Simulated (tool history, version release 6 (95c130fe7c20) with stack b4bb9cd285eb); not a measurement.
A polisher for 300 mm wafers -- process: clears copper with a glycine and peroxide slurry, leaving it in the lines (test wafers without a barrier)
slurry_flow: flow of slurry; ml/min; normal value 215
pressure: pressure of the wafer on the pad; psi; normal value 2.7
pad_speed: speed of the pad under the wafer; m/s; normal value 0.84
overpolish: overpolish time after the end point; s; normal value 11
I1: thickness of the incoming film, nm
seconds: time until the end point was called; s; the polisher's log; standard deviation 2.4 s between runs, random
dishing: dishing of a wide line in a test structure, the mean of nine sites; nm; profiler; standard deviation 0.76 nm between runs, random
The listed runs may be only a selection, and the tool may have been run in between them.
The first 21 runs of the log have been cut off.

run 22 hour=522.1 | slurry_flow=195 pressure=3.3 pad_speed=0.98 overpolish=14 | I1=757.9 | seconds=118.4 dishing=52.1
run 23 hour=551.8 | slurry_flow=215 pressure=2.7 pad_speed=0.84 overpolish=11 | I1=747.6 | seconds=149.1 dishing=34.9
run 24 hour=574 | slurry_flow=215 pressure=2.7 pad_speed=0.84 overpolish=11 | I1=743.1 | seconds=148.3 dishing=34.4
run 25 hour=607.3 | slurry_flow=150 pressure=2.7 pad_speed=0.72 overpolish=14 | I1=752.1 | seconds=174.1 dishing=37.5
run 26 hour=630 | slurry_flow=215 pressure=2.3 pad_speed=0.64 overpolish=5 | I1=756.4 | seconds=197.5 dishing=13.5
-- hour=633 slurry nozzle cleaned
run 27 hour=665.1 | slurry_flow=215 pressure=3.4 pad_speed=0.84 overpolish=11 | I1=757.3 | seconds=132.2 dishing=39.2
run 28 hour=680.5 | slurry_flow=215 pressure=2.7 pad_speed=0.84 overpolish=11 | I1=751.8 | seconds=159.7 dishing=33.6
run 29 hour=705.9 | slurry_flow=275 pressure=2.7 pad_speed=0.6 overpolish=7 | I1=764.4 | seconds=184.1 dishing=19.9
run 30 hour=733.9 | slurry_flow=215 pressure=3.1 pad_speed=1.04 overpolish=11 | I1=746.7 | seconds=130.9 dishing=39.4
run 31 hour=764.1 | slurry_flow=260 pressure=3.3 pad_speed=1.1 overpolish=8 | I1=759.1 | seconds=115.6 dishing=32.4
run 32 hour=788.3 | slurry_flow=215 pressure=2.7 pad_speed=0.84 overpolish=11 | I1=737.7 | seconds=159.2 dishing=34.2
run 33 hour=811 | slurry_flow=235 pressure=2.1 pad_speed=0.84 overpolish=8 | I1=755.9 | seconds=198 dishing=21.3
-- hour=817.2 worn pad replaced by a new one
run 34 hour=909.9 | slurry_flow=215 pressure=2.7 pad_speed=0.84 overpolish=11 | I1=759.4 | seconds=149.6 dishing=35.5

Here are 5 independent what-if runs from the current tool condition. What would each one return?
run A hour=910.4 | slurry_flow=215 pressure=2.7 pad_speed=0.68 overpolish=11 | I1=746 | seconds=? dishing=?
run B hour=910.4 | slurry_flow=215 pressure=1.9 pad_speed=0.84 overpolish=11 | I1=746 | seconds=? dishing=?
run C hour=910.4 | slurry_flow=215 pressure=2.7 pad_speed=0.7 overpolish=11 | I1=746 | seconds=? dishing=?
run D hour=910.4 | slurry_flow=175 pressure=1.9 pad_speed=0.68 overpolish=9 | I1=746 | seconds=? dishing=?
run E hour=910.4 | slurry_flow=240 pressure=2.4 pad_speed=0.66 overpolish=11 | I1=746 | seconds=? dishing=?

run=A seconds=164.2 dishing=31.9
run=B seconds=190.4 dishing=27.6
run=C seconds=162.2 dishing=32.2
run=D seconds=214.6 dishing=20.7
run=E seconds=177.9 dishing=29.6
Stripped of hidden state, with their random variation kept, the same runs would have yielded:
run=A seconds=158.2 dishing=32.9
run=B seconds=183.4 dishing=28.5
run=C seconds=156.2 dishing=33.3
run=D seconds=206.7 dishing=21.4
run=E seconds=171.4 dishing=30.6
